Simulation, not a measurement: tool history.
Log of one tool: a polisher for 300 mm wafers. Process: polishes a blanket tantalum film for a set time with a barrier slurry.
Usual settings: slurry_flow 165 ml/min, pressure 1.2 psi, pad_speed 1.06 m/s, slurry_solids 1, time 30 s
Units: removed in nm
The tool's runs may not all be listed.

run	hour	slurry_flow	pressure	pad_speed	slurry_solids	time	incoming thickness of the incoming film, nm	removed
1	0	165	1.2	1.06	1	30	272.3	27.5
2	32.4	165	1.2	1.06	1	30	270.4	26.9
# hour 68.5: slurry nozzle cleaned
3	73.2	165	1.2	1.06	1	30	269.1	27.4
4	140.8	165	1.2	1.06	1	30	266.8	26
# hour 168.5: slurry blender recalibrated
5	192.2	165	1.2	1.06	1	30	270.4	30.3
# hour 219: worn pad replaced by a new one
6	288.2	165	1.2	1.06	1	30	270.8	29.3
7	330.3	165	1.2	1.06	1	30	268.7	28.5
8	389.3	165	1.2	1.06	1	30	271.2	28
# hour 423.4: slurry nozzle cleaned
9	453.1	165	1.2	0.84	1	30	275.2	21.3
# hour 484.8: worn pad replaced by a new one
# hour 500.6: slurry blender recalibrated
10	516.4	165	1.2	1.06	1	30	271.1	31.7
11	579	165	1.2	1.06	1	30	268.1	29.2
12	605.2	165	1.2	1.06	1	30	271.5	29
13	667.3	165	1.2	1.06	1	30	272.3	28
14	707.7	165	1.2	0.92	0.95	30	269.4	23
# hour 747.6: worn pad replaced by a new one
15	748.1	165	1.4	0.76	0.9	20	268.5	14.7
16	804.4	165	1.2	1.06	1	30	269.7	27.8
17	865	165	1.2	1.06	1	30	270.1	26.5
# hour 899.8: slurry nozzle cleaned
# hour 903.8: slurry blender recalibrated
18	927.4	165	1.2	1.06	1	30	269.4	30.5
19	968.5	165	1.2	1.42	1.2	30	269.3	41.7
# hour 1003: head pressure recalibrated
20	1032.9	165	1.5	1.06	1	30	270.4	34.3
# hour 1045.4: worn pad replaced by a new one
21	1094.7	200	1.2	0.92	1	30	267.4	24.6
22	1156.5	185	1.2	0.72	0.7	22	270.3	10.9
23	1196.8	165	1.2	1.06	1	30	269.4	27
24	1245.1	165	1.2	0.88	0.75	30	271	18.5
# hour 1266.7: slurry nozzle cleaned
# hour 1274: slurry blender recalibrated
25	1315.6	200	1.2	1.2	1	30	268.2	34.2
# hour 1350.2: worn pad replaced by a new one
26	1361	165	1.2	1.06	1	25	271.6	23.7
27	1422.4	165	1.2	1.32	1	30	275.6	34.8
28	1477.6	165	1.5	0.86	1.3	25	270.2	25.7

4 ways to go on from here, each from the tool as it stands after run 28. What would each give?
A	1478	165	1.2	1.06	1	30	271.3	?
B	1478	110	1.2	0.8	0.85	30	271.3	?
C	1478	195	1.4	1.06	1.1	30	271.3	?
D	1478	165	1.4	1.36	1.2	30	271.3	?

run	removed
A	26.8
B	16.8
C	33.7
D	43.7
Without the tool's hidden state the same runs would have given:
run	removed
A	31.8
B	20.5
C	39.4
D	50.6
